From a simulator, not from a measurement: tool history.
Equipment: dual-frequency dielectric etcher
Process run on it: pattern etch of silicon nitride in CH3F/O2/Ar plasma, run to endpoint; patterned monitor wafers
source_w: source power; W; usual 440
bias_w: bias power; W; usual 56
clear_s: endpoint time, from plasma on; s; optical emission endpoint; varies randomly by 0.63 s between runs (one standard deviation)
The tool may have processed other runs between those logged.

run   hour  source_w  bias_w  wafers since the last listed run  hours since the last wet clean  hours since the last source power generator calibration  hours since the last bias power generator calibration  hours since the last upper electrode change  incoming incoming film thickness, nm  clear_s
  1      0       440      56                                 0                            31.7                                                   3771.5                                                 3580.9                                       4907.8                                    54     89.4
  2     19       360      56                               225                            50.7                                                   3790.5                                                 3599.9                                       4926.8                                  54.6    103.5
  3   31.9       440      48                               153                            63.6                                                   3803.4                                                 3612.8                                       4939.7                                  53.8     93.2
  4   50.7       480      56                               223                            82.4                                                   3822.2                                                 3631.6                                       4958.5                                  54.4     86.1
  5   86.4       480      56                               424                           118.1                                                   3857.9                                                 3667.3                                       4994.2                                  54.3       86
     127.6  -- upper electrode replaced
  6  128.1       440      56                               210                           159.8                                                   3899.6                                                   3709                                          0.5                                  53.8     90.5
     154.4  -- wet clean of the chamber, repeated, since the last time left the tool worse
  7  154.9       410      62                                33                             0.5                                                   3926.4                                                 3735.8                                         27.3                                  53.7     85.1
  8  184.6       410      62                               353                            30.2                                                   3956.1                                                 3765.5                                           57                                  55.3     88.8
  9  208.1       440      56                               279                            53.7                                                   3979.6                                                   3789                                         80.5                                  54.6     86.2
     222.9  -- source power generator calibrated
 10  237.8       440      56                               305                            83.4                                                     14.9                                                 3818.7                                        110.2                                  54.2     85.8
     243.4  -- bias power generator calibrated
 11    265       510      56                               275                           110.6                                                     42.1                                                   21.6                                        137.4                                  54.1     78.4
 12  296.2       500      56                               370                           141.8                                                     73.3                                                   52.8                                        168.6                                  53.9     78.9
 13  318.8       510      50                               268                           164.4                                                     95.9                                                   75.4                                        191.2                                  54.5     80.5
 14  346.8       440      61                               332                           192.4                                                    123.9                                                  103.4                                        219.2                                    54     83.9
 15  361.7       440      66                               177                           207.3                                                    138.8                                                  118.3                                        234.1                                  53.5     81.4
 16  395.3       510      68                               399                           240.9                                                    172.4                                                  151.9                                        267.7                                  53.7     74.5
 17  487.1       440      65                              1091                           332.7                                                    264.2                                                  243.7                                        359.5                                  54.4     83.4
 18  514.1       440      48                               320                           359.7                                                    291.2                                                  270.7                                        386.5                                  53.5     88.2
 19  544.8       490      68                               364                           390.4                                                    321.9                                                  301.4                                        417.2                                  54.2     78.3
     574.4  -- wet clean of the chamber
 20  576.1       440      47                                86                             1.7                                                    353.2                                                  332.7                                        448.5                                  54.3     88.1
 21  613.5       440      56                               444                            39.1                                                    390.6                                                  370.1                                        485.9                                  54.3       84
 22  630.1       360      60                               197                            55.7                                                    407.2                                                  386.7                                        502.5                                  53.9     95.2
 23    652       390      56                               260                            77.6                                                    429.1                                                  408.6                                        524.4                                  54.6     92.7
 24  677.3       410      56                               300                           102.9                                                    454.4                                                  433.9                                        549.7                                  54.2     90.6
 25  690.9       440      56                               161                           116.5                                                      468                                                  447.5                                        563.3                                  54.2     84.6
 26  713.9       480      43                               273                           139.5                                                      491                                                  470.5                                        586.3                                  54.3       86
 27  727.1       350      56                               156                           152.7                                                    504.2                                                  483.7                                        599.5                                  53.7     98.8
 28  754.5       480      44                               325                           180.1                                                    531.6                                                  511.1                                        626.9                                  54.7     86.5
 29  768.6       480      49                               167                           194.2                                                    545.7                                                  525.2                                          641                                  54.1       83
 30  791.7       400      49                               274                           217.3                                                    568.8                                                  548.3                                        664.1                                  54.2     94.6
 31  815.2       340      56                               279                           240.8                                                    592.3                                                  571.8                                        687.6                                    54    102.4
 32  837.8       530      52                               268                           263.4                                                    614.9                                                  594.4                                        710.2                                  53.9     78.1
 33  855.1       480      52                               205                           280.7                                                    632.2                                                  611.7                                        727.5                                  54.7     84.2
 34  876.3       440      51                               252                           301.9                                                    653.4                                                  632.9                                        748.7                                    54     88.2

For each entry between runs, how does the tool's hidden state at the last listed run before it compare with that at the first listed run after it?
In the gap between runs 5 and 6: upper electrode replaced (hour 127.6)
  etch rate over this chamber's usual, %: -6.47 -> -6.75
  measured minus no-state result, clear_s: +5.6 -> +6.1 s
In the gap between runs 6 and 7: wet clean of the chamber, repeated, since the last time left the tool worse (hour 154.4)
  etch rate over this chamber's usual, %: -6.75 -> -0.199
  measured minus no-state result, clear_s: +6.1 -> +0.2 s
In the gap between runs 9 and 10: source power generator calibrated (hour 222.9)
  etch rate over this chamber's usual, %: -0.552 -> -0.749
  measured minus no-state result, clear_s: +0.5 -> +0.6 s
In the gap between runs 10 and 11: bias power generator calibrated (hour 243.4)
  etch rate over this chamber's usual, %: -0.749 -> -0.929
  measured minus no-state result, clear_s: +0.6 -> +0.7 s
In the gap between runs 19 and 20: wet clean of the chamber (hour 574.4)
  etch rate over this chamber's usual, %: -2.79 -> -0.126
  measured minus no-state result, clear_s: +2.2 -> +0.1 s
